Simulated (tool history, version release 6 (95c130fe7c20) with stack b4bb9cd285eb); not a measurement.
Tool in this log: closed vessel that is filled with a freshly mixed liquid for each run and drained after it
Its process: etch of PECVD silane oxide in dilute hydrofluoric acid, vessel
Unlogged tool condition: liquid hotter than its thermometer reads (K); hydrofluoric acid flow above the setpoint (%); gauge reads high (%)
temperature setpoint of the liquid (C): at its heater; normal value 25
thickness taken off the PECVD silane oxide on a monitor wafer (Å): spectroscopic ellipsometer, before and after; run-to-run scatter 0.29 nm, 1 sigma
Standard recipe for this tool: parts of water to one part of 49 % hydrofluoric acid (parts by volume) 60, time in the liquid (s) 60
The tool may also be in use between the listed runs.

run	hour	temperature setpoint of the liquid (C)	parts of water to one part of 49 % hydrofluoric acid (parts by volume)	time in the liquid (s)	wafers since the last listed run	hours since the thermometer was replaced	hours since the hydrofluoric acid flow meter was replaced	hours since the gauge calibration	read-back film thickness of the PECVD silane oxide reference wafer, read on the same gauge (nm)	thickness taken off the PECVD silane oxide on a monitor wafer (Å)
1	0	28.5	75	60	0	2164.4	1617.3	596.7	30.04	577.1
2	20.4	25	40	70	2179	2184.8	1637.7	617.1	29.98	1162.8
3	50.7	25	40	70	3237	2215.1	1668	647.4	29.99	1166.6
# hour 62: gauge calibrated
4	72.3	25	40	70	2308	2236.7	1689.6	10.3	29.99	1178.1
5	103.9	25	60	60	3376	2268.3	1721.2	41.9	29.99	647.9
6	117.5	25	60	60	1453	2281.9	1734.8	55.5	29.97	647.9
7	142.7	25	60	60	2692	2307.1	1760	80.7	30	647.4
8	165.7	25	60	60	2457	2330.1	1783	103.7	30.03	643.9
9	186	25	60	60	2169	2350.4	1803.3	124	30	649
10	206.4	25	60	60	2179	2370.8	1823.7	144.4	29.96	650.1
11	234.4	20.5	50	50	2992	2398.8	1851.7	172.4	30.02	547.4
12	264.4	25	60	60	3205	2428.8	1881.7	202.4	30	652.4
13	288.8	30	80	70	2607	2453.2	1906.1	226.8	30.01	672.7
14	317.7	25	60	60	3088	2482.1	1935	255.7	29.97	644.3
15	339.2	25	60	60	2297	2503.6	1956.5	277.2	30.04	656.1
# hour 348.9: thermometer replaced
16	374.1	25	50	60	3622	25.2	1991.4	312.1	29.98	735.3
17	409.5	23	75	90	3782	60.6	2026.8	347.5	29.98	660.7
# hour 430.9: hydrofluoric acid flow meter replaced
18	442.5	21	60	60	3419	93.6	11.6	380.5	30	516.2
19	455.8	27.5	50	80	1421	106.9	24.9	393.8	30.02	1097.3
20	469.8	25	60	60	1496	120.9	38.9	407.8	29.98	610.7
21	491.3	20.5	40	75	2297	142.4	60.4	429.3	30.02	969.4
22	509.6	25	60	90	1955	160.7	78.7	447.6	30	913.6
23	544.7	27.5	50	80	3750	195.8	113.8	482.7	29.99	1094.9
24	567.9	25	60	60	2479	219	137	505.9	29.99	611.5
25	603.3	25	60	60	3782	254.4	172.4	541.3	30.01	609
26	635.6	25	90	45	3451	286.7	204.7	573.6	29.98	292.7
27	661.9	29	60	35	2810	313	231	599.9	30	419.7
28	766.2	23.5	80	30	11145	417.3	335.3	704.2	30.02	210
29	786.2	27.5	60	60	2137	437.3	355.3	724.2	29.97	680.7
30	814.1	20.5	35	40	2981	465.2	383.2	752.1	29.99	604.9
# hour 829.8: gauge calibrated
31	847.3	25	35	60	3547	498.4	416.4	17.5	29.96	1102.8
32	867.3	23.5	80	30	2137	518.4	436.4	37.5	30.04	213.6

5 options for the next run, each taken on its own from the tool as it stands now. Forecast them:
A	868	25	60	60	74	519.1	437.1	38.2	?	?
B	868	25	60	85	74	519.1	437.1	38.2	?	?
C	868	25	60	30	74	519.1	437.1	38.2	?	?
D	868	22	40	40	74	519.1	437.1	38.2	?	?
E	868	22	40	45	74	519.1	437.1	38.2	?	?

run	read-back film thickness of the PECVD silane oxide reference wafer, read on the same gauge (nm)	thickness taken off the PECVD silane oxide on a monitor wafer (Å)
A	30.01	620.5
B	30.01	879.1
C	30.01	310.3
D	30.01	563.3
E	30.01	633.7
Without the tool's hidden state the same runs would have given:
run	thickness taken off the PECVD silane oxide on a monitor wafer (Å)
A	606.1
B	858.7
C	303.1
D	549.7
E	618.4

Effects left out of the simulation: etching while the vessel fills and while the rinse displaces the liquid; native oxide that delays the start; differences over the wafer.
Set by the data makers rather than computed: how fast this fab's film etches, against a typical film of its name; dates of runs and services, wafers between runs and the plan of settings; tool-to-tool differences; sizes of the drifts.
